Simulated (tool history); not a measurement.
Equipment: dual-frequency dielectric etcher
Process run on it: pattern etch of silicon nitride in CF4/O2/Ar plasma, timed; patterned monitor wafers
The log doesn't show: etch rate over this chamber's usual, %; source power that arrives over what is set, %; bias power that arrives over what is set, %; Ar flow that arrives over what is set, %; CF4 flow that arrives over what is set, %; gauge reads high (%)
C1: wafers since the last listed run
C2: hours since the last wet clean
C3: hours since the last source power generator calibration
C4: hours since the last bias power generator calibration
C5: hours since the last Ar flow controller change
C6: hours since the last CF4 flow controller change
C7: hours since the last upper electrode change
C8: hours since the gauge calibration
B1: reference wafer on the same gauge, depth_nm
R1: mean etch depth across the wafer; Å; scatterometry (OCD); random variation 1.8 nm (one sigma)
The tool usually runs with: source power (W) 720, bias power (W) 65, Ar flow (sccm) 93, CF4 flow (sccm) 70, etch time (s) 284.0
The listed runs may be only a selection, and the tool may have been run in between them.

Run 1, hour 0.0: usual settings; C1 0; C2 501.1; C3 3485.0; C4 1313.4; C5 4079.5; C6 4642.3; C7 2666.9; C8 275.8; B1 661.6. Result: R1 7301 Å.
At hour 14.0: gauge calibrated.
Run 2, hour 21.1: usual settings; C1 80; C2 522.2; C3 3506.1; C4 1334.5; C5 4100.6; C6 4663.4; C7 2688.0; C8 7.1; B1 661.4. Result: R1 7354 Å.
Run 3, hour 48.7: usual settings but bias power (W) 59, etch time (s) 216.5; C1 105; C2 549.8; C3 3533.7; C4 1362.1; C5 4128.2; C6 4691.0; C7 2715.6; C8 34.7; B1 661.6. Result: R1 5411 Å.
Run 4, hour 80.6: usual settings but bias power (W) 59, etch time (s) 216.5; C1 122; C2 581.7; C3 3565.6; C4 1394.0; C5 4160.1; C6 4722.9; C7 2747.5; C8 66.6; B1 661.1. Result: R1 5411 Å.
Run 5, hour 97.5: usual settings but bias power (W) 59, etch time (s) 216.5; C1 64; C2 598.6; C3 3582.5; C4 1410.9; C5 4177.0; C6 4739.8; C7 2764.4; C8 83.5; B1 660.6. Result: R1 5453 Å.
Run 6, hour 116.5: usual settings but etch time (s) 320.5; C1 72; C2 617.6; C3 3601.5; C4 1429.9; C5 4196.0; C6 4758.8; C7 2783.4; C8 102.5; B1 660.1. Result: R1 8327 Å.
At hour 130.2: CF4 flow controller replaced.
Run 7, hour 135.1: usual settings but CF4 flow (sccm) 77; C1 48; C2 636.2; C3 3620.1; C4 1448.5; C5 4214.6; C6 4.9; C7 2802.0; C8 121.1; B1 660.6. Result: R1 7422 Å.
At hour 143.9: source power generator calibrated.
Run 8, hour 158.2: usual settings but CF4 flow (sccm) 77; C1 73; C2 659.3; C3 14.3; C4 1471.6; C5 4237.7; C6 28.0; C7 2825.1; C8 144.2; B1 660.8. Result: R1 7429 Å.
At hour 185.7: wet clean of the chamber.
Run 9, hour 186.2: usual settings but Ar flow (sccm) 76, CF4 flow (sccm) 78; C1 15; C2 0.5; C3 42.3; C4 1499.6; C5 4265.7; C6 56.0; C7 2853.1; C8 172.2; B1 661.0. Result: R1 7408 Å.
Run 10, hour 218.7: usual settings but Ar flow (sccm) 100, CF4 flow (sccm) 57, etch time (s) 255.5; C1 124; C2 33.0; C3 74.8; C4 1532.1; C5 4298.2; C6 88.5; C7 2885.6; C8 204.7; B1 661.4. Result: R1 6265 Å.
Run 11, hour 240.2: usual settings but CF4 flow (sccm) 80; C1 82; C2 54.5; C3 96.3; C4 1553.6; C5 4319.7; C6 110.0; C7 2907.1; C8 226.2; B1 661.1. Result: R1 7264 Å.
At hour 275.5: gauge calibrated.
At hour 284.1: upper electrode replaced.
Run 12, hour 284.6: usual settings but source power (W) 820, Ar flow (sccm) 76, CF4 flow (sccm) 83, etch time (s) 220.5; C1 78; C2 98.9; C3 140.7; C4 1598.0; C5 4364.1; C6 154.4; C7 0.5; C8 9.1; B1 661.0. Result: R1 6642 Å.
Run 13, hour 285.9: usual settings but etch time (s) 258.5; C1 4; C2 100.2; C3 142.0; C4 1599.3; C5 4365.4; C6 155.7; C7 1.8; C8 10.4; B1 660.9. Result: R1 6521 Å.
At hour 292.4: bias power generator calibrated.
At hour 301.5: Ar flow controller replaced.
Run 14, hour 307.0: usual settings but Ar flow (sccm) 101; C1 42; C2 121.3; C3 163.1; C4 14.6; C5 5.5; C6 176.8; C7 22.9; C8 31.5; B1 660.5. Result: R1 7098 Å.
Run 15, hour 324.7: usual settings; C1 67; C2 139.0; C3 180.8; C4 32.3; C5 23.2; C6 194.5; C7 40.6; C8 49.2; B1 661.2. Result: R1 7171 Å.
Run 16, hour 351.1: usual settings but source power (W) 770, etch time (s) 341.0; C1 101; C2 165.4; C3 207.2; C4 58.7; C5 49.6; C6 220.9; C7 67.0; C8 75.6; B1 661.2. Result: R1 9251 Å.
Run 17, hour 372.0: usual settings but bias power (W) 55, CF4 flow (sccm) 82, etch time (s) 339.5; C1 80; C2 186.3; C3 228.1; C4 79.6; C5 70.5; C6 241.8; C7 87.9; C8 96.5; B1 661.6. Result: R1 8297 Å.
Run 18, hour 402.0: usual settings but Ar flow (sccm) 85; C1 114; C2 216.3; C3 258.1; C4 109.6; C5 100.5; C6 271.8; C7 117.9; C8 126.5; B1 661.6. Result: R1 7307 Å.

Hidden condition of the tool, last listed run before each entry between runs versus first listed run after:
In the gap between runs 1 and 2: gauge calibrated (hour 14.0)
  etch rate over this chamber's usual, %: 1.83 -> 1.92
  difference, measured minus the result without the unlogged condition, R1: +131 -> +139 Å
In the gap between runs 6 and 7: CF4 flow controller replaced (hour 130.2)
  etch rate over this chamber's usual, %: 2.31 -> 2.39
  difference, measured minus the result without the unlogged condition, R1: +188 -> +173 Å
In the gap between runs 7 and 8: source power generator calibrated (hour 143.9)
  etch rate over this chamber's usual, %: 2.39 -> 2.48
  difference, measured minus the result without the unlogged condition, R1: +173 -> +180 Å
In the gap between runs 8 and 9: wet clean of the chamber (hour 185.7)
  etch rate over this chamber's usual, %: 2.48 -> -0.447
  difference, measured minus the result without the unlogged condition, R1: +180 -> -33 Å
In the gap between runs 11 and 12: gauge calibrated (hour 275.5); upper electrode replaced (hour 284.1)
  etch rate over this chamber's usual, %: -0.224 -> -0.0404
  difference, measured minus the result without the unlogged condition, R1: -16 -> -3 Å
In the gap between runs 13 and 14: bias power generator calibrated (hour 292.4); Ar flow controller replaced (hour 301.5)
  etch rate over this chamber's usual, %: -0.035 -> 0.0521
  difference, measured minus the result without the unlogged condition, R1: -3 -> +3 Å
